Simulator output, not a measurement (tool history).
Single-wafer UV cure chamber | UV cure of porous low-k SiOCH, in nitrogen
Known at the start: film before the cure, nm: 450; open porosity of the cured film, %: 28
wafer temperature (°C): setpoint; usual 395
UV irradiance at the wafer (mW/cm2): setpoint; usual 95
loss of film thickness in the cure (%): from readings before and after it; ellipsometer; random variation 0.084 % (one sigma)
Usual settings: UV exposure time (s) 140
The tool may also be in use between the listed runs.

| run | day | wafer temperature (°C) | UV exposure time (s) | UV irradiance at the wafer (mW/cm2) | wafers since the last listed run | hours since the UV bulbs were replaced | wafers since the quartz window was cleaned | loss of film thickness in the cure (%) |
|---|---|---|---|---|---|---|---|---|
| 1 | 0 | 395 | 85 | 84 | 0 | 464.8 | 2217 | 7.359 |
| 2 | 1.004 | 395 | 85 | 84 | 178 | 488.9 | 2395 | 7.337 |
| 3 | 2.767 | 395 | 85 | 84 | 312 | 531.2 | 2707 | 7.247 |
| 4 | 4.333 | 395 | 140 | 111 | 277 | 568.8 | 2985 | 10.837 |
| 5 | 5.867 | 395 | 140 | 111 | 272 | 605.6 | 3258 | 10.842 |
|  | 6.325 | quartz window cleaned |
| 6 | 7.262 | 395 | 140 | 111 | 188 | 639.1 | 166 | 10.727 |
| 7 | 9.842 | 386 | 140 | 95 | 457 | 701 | 624 | 9.845 |
| 8 | 10.929 | 395 | 140 | 71 | 192 | 727.1 | 817 | 8.764 |
| 9 | 13.604 | 395 | 140 | 95 | 474 | 791.3 | 1291 | 10.042 |
| 10 | 15.238 | 395 | 140 | 95 | 289 | 830.5 | 1581 | 10.169 |
| 11 | 17.296 | 395 | 205 | 95 | 365 | 879.9 | 1946 | 11.766 |
| 12 | 18.346 | 395 | 205 | 95 | 186 | 905.1 | 2133 | 11.84 |
| 13 | 20.042 | 395 | 140 | 95 | 300 | 945.8 | 2433 | 10.171 |
| 14 | 22.45 | 395 | 140 | 95 | 427 | 1003.6 | 2861 | 10.065 |
| 15 | 24.575 | 395 | 140 | 78 | 377 | 1054.6 | 3238 | 9.09 |
|  | 26.321 | quartz window cleaned |
| 16 | 27.042 | 395 | 140 | 78 | 378 | 1113.8 | 128 | 9.097 |
| 17 | 28.704 | 401 | 110 | 95 | 294 | 1153.7 | 423 | 9.138 |
| 18 | 31.229 | 395 | 140 | 95 | 448 | 1214.3 | 871 | 10.075 |
| 19 | 33.3 | 395 | 140 | 95 | 367 | 1264 | 1238 | 10.056 |
| 20 | 34.417 | 395 | 140 | 95 | 198 | 1290.8 | 1436 | 10.024 |
| 21 | 37.058 | 395 | 140 | 82 | 468 | 1354.2 | 1905 | 9.406 |
| 22 | 39.246 | 395 | 110 | 95 | 388 | 1406.7 | 2293 | 8.887 |
| 23 | 42.121 | 381 | 140 | 95 | 510 | 1475.7 | 2803 | 9.818 |
| 24 | 43.788 | 381 | 140 | 95 | 295 | 1515.7 | 3099 | 9.862 |
|  | 45.088 | quartz window cleaned |
| 25 | 46.429 | 378 | 160 | 95 | 409 | 1579.1 | 238 | 10.219 |
| 26 | 48.746 | 395 | 170 | 73 | 411 | 1634.7 | 649 | 9.78 |
| 27 | 50.933 | 380 | 220 | 72 | 388 | 1687.2 | 1037 | 10.648 |
| 28 | 53.667 | 395 | 140 | 58 | 484 | 1752.8 | 1522 | 7.778 |
| 29 | 55.517 | 413 | 140 | 95 | 328 | 1797.2 | 1850 | 10.465 |
| 30 | 57.308 | 384 | 90 | 95 | 317 | 1840.2 | 2168 | 7.842 |
| 31 | 59.092 | 410 | 165 | 73 | 316 | 1883 | 2485 | 9.929 |
|  | 60.104 | UV bulbs replaced |
| 32 | 60.888 | 395 | 140 | 95 | 259 | 18.8 | 2744 | 10.256 |
|  | 63 | quartz window cleaned |
| 33 | 63.721 | 410 | 140 | 95 | 443 | 86.8 | 127 | 10.236 |
| 34 | 66.208 | 395 | 140 | 95 | 441 | 146.5 | 569 | 9.96 |
| 35 | 67.667 | 376 | 140 | 69 | 258 | 181.5 | 827 | 8.3 |
| 36 | 68.833 | 410 | 180 | 64 | 207 | 209.5 | 1034 | 9.532 |
| 37 | 69.879 | 387 | 70 | 95 | 185 | 234.6 | 1220 | 6.89 |
| 38 | 70.958 | 401 | 195 | 107 | 191 | 260.5 | 1412 | 12.238 |
| 39 | 73.225 | 403 | 220 | 95 | 402 | 314.9 | 1814 | 12.23 |
| 40 | 74.858 | 410 | 75 | 95 | 289 | 354.1 | 2104 | 7.496 |
| 41 | 77.383 | 409 | 195 | 70 | 448 | 414.7 | 2552 | 10.344 |
| 42 | 78.867 | 395 | 140 | 107 | 263 | 450.3 | 2815 | 10.616 |
| 43 | 80.992 | 384 | 60 | 126 | 377 | 501.3 | 3192 | 7.277 |
|  | 81.867 | quartz window cleaned |
| 44 | 84.383 | 395 | 140 | 95 | 542 | 582.7 | 446 | 10.06 |
| 45 | 86.8 | 389 | 90 | 95 | 428 | 640.7 | 875 | 7.927 |
| 46 | 88.567 | 395 | 140 | 95 | 313 | 683.1 | 1188 | 9.958 |
| 47 | 90.112 | 383 | 110 | 135 | 274 | 720.2 | 1462 | 10.402 |
| 48 | 92.662 | 405 | 165 | 95 | 452 | 781.4 | 1915 | 10.96 |

Hidden state at the last listed run before each entry between runs and at the first one after, where it differs:
Between runs 5 and 6: quartz window cleaned (day 6.325)
  no hidden state differs between the two runs
Between runs 15 and 16: quartz window cleaned (day 26.321)
  no hidden state differs between the two runs
Between runs 24 and 25: quartz window cleaned (day 45.088)
  no hidden state differs between the two runs
Between runs 31 and 32: UV bulbs replaced (day 60.104)
  no hidden state differs between the two runs
Between runs 32 and 33: quartz window cleaned (day 63)
  no hidden state differs between the two runs
Between runs 43 and 44: quartz window cleaned (day 81.867)
  no hidden state differs between the two runs

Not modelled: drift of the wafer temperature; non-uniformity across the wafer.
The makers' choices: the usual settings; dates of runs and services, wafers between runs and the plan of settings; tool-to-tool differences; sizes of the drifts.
